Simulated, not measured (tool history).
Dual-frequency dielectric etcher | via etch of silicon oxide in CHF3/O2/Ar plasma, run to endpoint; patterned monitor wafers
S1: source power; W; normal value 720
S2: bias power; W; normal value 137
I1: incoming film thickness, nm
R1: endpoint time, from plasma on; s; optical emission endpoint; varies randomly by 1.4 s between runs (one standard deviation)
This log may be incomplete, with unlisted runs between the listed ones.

run	hour	S1	S2	I1	R1
1	0.0	720	137	560.5	261.8
2	2.4	720	137	570.9	266.7
3	9.4	720	137	567.8	265.5
4	23.0	720	137	569.5	265.5
5	37.9	720	137	569.5	265.7
6	44.9	780	137	569.4	259.2
7	56.7	800	137	568.3	254.0
8	67.9	800	137	567.7	254.9
9	82.8	720	137	564.1	264.6
10	89.0	720	137	562.8	261.9
11	101.9	720	119	568.9	275.3
12	119.4	720	137	570.7	266.9
13	133.3	620	166	567.0	266.8
14	140.4	790	157	566.5	249.5
15	153.3	820	147	562.6	248.2
# hour 158.9: source power generator calibrated
16	162.8	640	156	567.0	268.3
17	169.3	620	108	566.4	295.8
18	183.3	650	111	566.2	286.4
19	190.4	860	115	563.4	256.0
20	200.4	890	137	567.6	246.9
# hour 210.4: bias power generator calibrated
21	212.9	540	118	562.9	301.8

Estimate the outcome of run 22 from the log above:
22	230.4	800	106	566.0	?

{"run 22": {"R1": 267.9}}
The same run, on a tool lacking any hidden state, would have yielded R1 267.9 s.

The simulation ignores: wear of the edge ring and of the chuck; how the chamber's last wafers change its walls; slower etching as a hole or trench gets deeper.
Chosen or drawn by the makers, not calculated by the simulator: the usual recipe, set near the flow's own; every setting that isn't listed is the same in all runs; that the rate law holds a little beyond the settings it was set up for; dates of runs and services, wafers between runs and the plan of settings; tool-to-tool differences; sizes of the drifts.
